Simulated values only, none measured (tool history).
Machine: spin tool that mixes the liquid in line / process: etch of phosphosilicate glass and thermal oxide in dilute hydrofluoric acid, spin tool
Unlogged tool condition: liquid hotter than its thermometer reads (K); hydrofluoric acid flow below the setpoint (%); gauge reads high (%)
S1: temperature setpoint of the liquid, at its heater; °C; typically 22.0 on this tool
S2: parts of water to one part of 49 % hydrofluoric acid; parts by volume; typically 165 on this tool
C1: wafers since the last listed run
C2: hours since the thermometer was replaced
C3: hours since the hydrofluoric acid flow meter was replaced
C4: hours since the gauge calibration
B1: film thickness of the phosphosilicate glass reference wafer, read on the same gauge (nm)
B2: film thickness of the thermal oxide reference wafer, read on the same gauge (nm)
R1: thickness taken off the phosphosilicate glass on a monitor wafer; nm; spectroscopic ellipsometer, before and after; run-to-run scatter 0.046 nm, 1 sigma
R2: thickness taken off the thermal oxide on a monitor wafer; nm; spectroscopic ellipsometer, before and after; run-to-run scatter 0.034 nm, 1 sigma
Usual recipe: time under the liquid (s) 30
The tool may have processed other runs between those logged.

run 1 hour=0.0 | S1=22.0 S2=165 time_under_the_liquid_(s)=30 | C1=0 C2=1406.6 C3=1349.9 C4=47.0 | B1=89.97 B2=100.036 | R1=15.46 R2=0.785
run 2 hour=11.6 | S1=22.0 S2=165 time_under_the_liquid_(s)=30 | C1=151 C2=1418.2 C3=1361.5 C4=58.6 | B1=90.00 B2=100.020 | R1=15.50 R2=0.771
run 3 hour=21.7 | S1=22.0 S2=165 time_under_the_liquid_(s)=35 | C1=131 C2=1428.3 C3=1371.6 C4=68.7 | B1=89.98 B2=99.981 | R1=18.16 R2=0.936
run 4 hour=28.0 | S1=22.0 S2=165 time_under_the_liquid_(s)=35 | C1=82 C2=1434.6 C3=1377.9 C4=75.0 | B1=90.00 B2=100.026 | R1=18.17 R2=0.888
run 5 hour=37.7 | S1=20.5 S2=210 time_under_the_liquid_(s)=30 | C1=126 C2=1444.3 C3=1387.6 C4=84.7 | B1=90.00 B2=100.009 | R1=10.92 R2=0.553
run 6 hour=43.9 | S1=20.5 S2=210 time_under_the_liquid_(s)=30 | C1=80 C2=1450.5 C3=1393.8 C4=90.9 | B1=90.01 B2=100.004 | R1=10.94 R2=0.593
run 7 hour=52.9 | S1=20.5 S2=210 time_under_the_liquid_(s)=30 | C1=117 C2=1459.5 C3=1402.8 C4=99.9 | B1=90.00 B2=99.972 | R1=10.91 R2=0.589
run 8 hour=63.4 | S1=22.0 S2=165 time_under_the_liquid_(s)=30 | C1=136 C2=1470.0 C3=1413.3 C4=110.4 | B1=90.02 B2=99.989 | R1=15.56 R2=0.776
run 9 hour=70.2 | S1=22.0 S2=165 time_under_the_liquid_(s)=30 | C1=88 C2=1476.8 C3=1420.1 C4=117.2 | B1=90.00 B2=100.007 | R1=15.47 R2=0.782
run 10 hour=86.0 | S1=25.0 S2=215 time_under_the_liquid_(s)=15 | C1=205 C2=1492.6 C3=1435.9 C4=133.0 | B1=90.01 B2=100.011 | R1=6.23 R2=0.312
-- hour=89.0 gauge calibrated
run 11 hour=95.1 | S1=18.0 S2=165 time_under_the_liquid_(s)=30 | C1=118 C2=1501.7 C3=1445.0 C4=6.1 | B1=90.03 B2=99.989 | R1=13.33 R2=0.710
run 12 hour=110.5 | S1=22.0 S2=165 time_under_the_liquid_(s)=15 | C1=200 C2=1517.1 C3=1460.4 C4=21.5 | B1=90.00 B2=100.024 | R1=7.80 R2=0.398
-- hour=116.2 hydrofluoric acid flow meter replaced
run 13 hour=119.8 | S1=22.0 S2=165 time_under_the_liquid_(s)=30 | C1=108 C2=1526.4 C3=3.6 C4=30.8 | B1=90.00 B2=99.986 | R1=17.15 R2=0.830
run 14 hour=136.3 | S1=23.5 S2=90 time_under_the_liquid_(s)=30 | C1=214 C2=1542.9 C3=20.1 C4=47.3 | B1=89.99 B2=99.998 | R1=36.63 R2=1.928
run 15 hour=156.6 | S1=17.5 S2=220 time_under_the_liquid_(s)=40 | C1=264 C2=1563.2 C3=40.4 C4=67.6 | B1=90.02 B2=99.971 | R1=13.59 R2=0.693
-- hour=170.9 thermometer replaced
run 16 hour=173.9 | S1=24.5 S2=90 time_under_the_liquid_(s)=30 | C1=212 C2=3.0 C3=57.7 C4=84.9 | B1=90.02 B2=99.990 | R1=35.05 R2=1.720
run 17 hour=188.3 | S1=23.5 S2=165 time_under_the_liquid_(s)=15 | C1=187 C2=17.4 C3=72.1 C4=99.3 | B1=89.98 B2=100.006 | R1=8.33 R2=0.439
run 18 hour=204.7 | S1=22.0 S2=165 time_under_the_liquid_(s)=30 | C1=213 C2=33.8 C3=88.5 C4=115.7 | B1=90.00 B2=99.984 | R1=15.75 R2=0.763
run 19 hour=215.1 | S1=22.0 S2=165 time_under_the_liquid_(s)=45 | C1=135 C2=44.2 C3=98.9 C4=126.1 | B1=89.99 B2=100.008 | R1=23.63 R2=1.263

Hidden state or all else? Some run-to-run changes of R1, split into what the settings, what came in and random variation would give without the hidden state, and what is left for the hidden state (with any gauge scatter that isn't in both results):
Run 14 -> 15: S1 23.5 -> 17.5, S2 90 -> 220, time under the liquid (s) 30 -> 40. R1 -23.04 nm: hidden state -2.25, all else -20.79.
Run 16 -> 17: S1 24.5 -> 23.5, S2 90 -> 165, time under the liquid (s) 30 -> 15. R1 -26.72 nm: hidden state -0.34, all else -26.38.
